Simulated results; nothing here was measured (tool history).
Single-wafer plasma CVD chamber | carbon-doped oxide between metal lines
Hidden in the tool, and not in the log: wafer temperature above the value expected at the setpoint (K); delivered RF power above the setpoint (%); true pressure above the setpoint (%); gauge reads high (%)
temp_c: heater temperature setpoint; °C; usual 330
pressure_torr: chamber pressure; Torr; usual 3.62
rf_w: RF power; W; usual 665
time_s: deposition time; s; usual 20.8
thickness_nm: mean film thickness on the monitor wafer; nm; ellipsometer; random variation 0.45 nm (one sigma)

run     day  temp_c  pressure_torr  rf_w  time_s  wafers since the last listed run  hours since the last thermocouple change  hours since the last RF generator calibration  hours since the last manometer calibration  hours since the showerhead was replaced  hours since the gauge calibration  read-back reference wafer on the same gauge, thickness_nm  thickness_nm
  1   0.000     320           3.62   740    20.8                                 0                                    2555.2                                           59.0                                      1894.2                                   6854.5                              996.2                                                    106.091       129.111
  2   0.912     320           3.62   740    20.8                               677                                    2577.1                                           80.9                                      1916.1                                   6876.4                             1018.1                                                    106.034       129.201
  3   1.479     330           4.15   665    20.8                               420                                    2590.7                                           94.5                                      1929.7                                   6890.0                             1031.7                                                    105.890       120.951
  4   2.596     330           4.15   665    20.8                               829                                    2617.5                                          121.3                                      1956.5                                   6916.8                             1058.5                                                    106.118       121.714
  5   3.875     330           4.15   665    20.8                               949                                    2648.2                                          152.0                                      1987.2                                   6947.5                             1089.2                                                    106.099       120.988
      4.650  -- thermocouple changed; heater temperature recalibrated
      5.817  -- capacitance manometer re-zeroed and calibrated
  6   6.375     330           3.87   665    20.8                              1361                                      41.4                                          212.0                                        13.4                                   7007.5                             1149.2                                                    106.074       119.659
  7   7.542     320           3.62   740    20.8                               866                                      69.4                                          240.0                                        41.4                                   7035.5                             1177.2                                                    106.050       127.833
  8   8.050     325           3.62   665    20.8                               377                                      81.6                                          252.2                                        53.6                                   7047.7                             1189.4                                                    105.898       121.313
  9   9.238     330           3.62   665    20.8                               881                                     110.1                                          280.7                                        82.1                                   7076.2                             1217.9                                                    106.050       119.563
      9.912  -- showerhead replaced
     10.254  -- gauge calibrated
 10  10.483     330           4.03   700    20.8                               677                                     140.0                                          310.6                                       112.0                                     13.7                                5.5                                                    105.981       122.387
 11  11.842     317           3.28   785    16.8                              1008                                     172.6                                          343.2                                       144.6                                     46.3                               38.1                                                    105.931       107.524
 12  12.925     330           4.27   720    20.8                               804                                     198.6                                          369.2                                       170.6                                     72.3                               64.1                                                    105.969       124.729
 13  14.221     342           3.19   755    18.5                               962                                     229.7                                          400.3                                       201.7                                    103.4                               95.2                                                    105.999       104.857
 14  16.392     330           3.62   710    18.6                              1612                                     281.8                                          452.4                                       253.8                                    155.5                              147.3                                                    105.989       109.596
 15  17.696     330           3.62   775    20.8                               968                                     313.1                                          483.7                                       285.1                                    186.8                              178.6                                                    106.012       125.067
 16  18.942     330           3.62   720    20.8                               925                                     343.0                                          513.6                                       315.0                                    216.7                              208.5                                                    105.962       121.273
 17  19.779     344           3.62   665    20.8                               621                                     363.1                                          533.7                                       335.1                                    236.8                              228.6                                                    105.974       112.870
 18  21.092     330           3.62   665    20.8                               974                                     394.6                                          565.2                                       366.6                                    268.3                              260.1                                                    106.072       118.722
 19  22.217     330           3.62   735    20.8                               835                                     421.6                                          592.2                                       393.6                                    295.3                              287.1                                                    106.069       122.160
 20  23.454     330           2.86   665    19.0                               919                                     451.3                                          621.9                                       423.3                                    325.0                              316.8                                                    105.993       106.367
 21  24.862     330           3.62   735    22.5                              1045                                     485.1                                          655.7                                       457.1                                    358.8                              350.6                                                    106.061       131.799
 22  25.767     319           3.62   615    23.2                               671                                     506.8                                          677.4                                       478.8                                    380.5                              372.3                                                    105.982       134.311
 23  26.854     330           4.22   620    24.4                               807                                     532.9                                          703.5                                       504.9                                    406.6                              398.4                                                    106.010       136.363
 24  28.021     330           3.62   775    20.8                               866                                     560.9                                          731.5                                       532.9                                    434.6                              426.4                                                    106.134       124.409

Forecast run 25:
 25  28.633     341           2.83   790    18.4                               454                                     575.6                                          746.2                                       547.6                                    449.3                              441.1                                                          ?             ?

Run 25 gave read-back reference wafer on the same gauge, thickness_nm 106.020, thickness_nm 104.232 nm.
Without the tool's hidden state the same run would have given thickness_nm 105.906 nm.
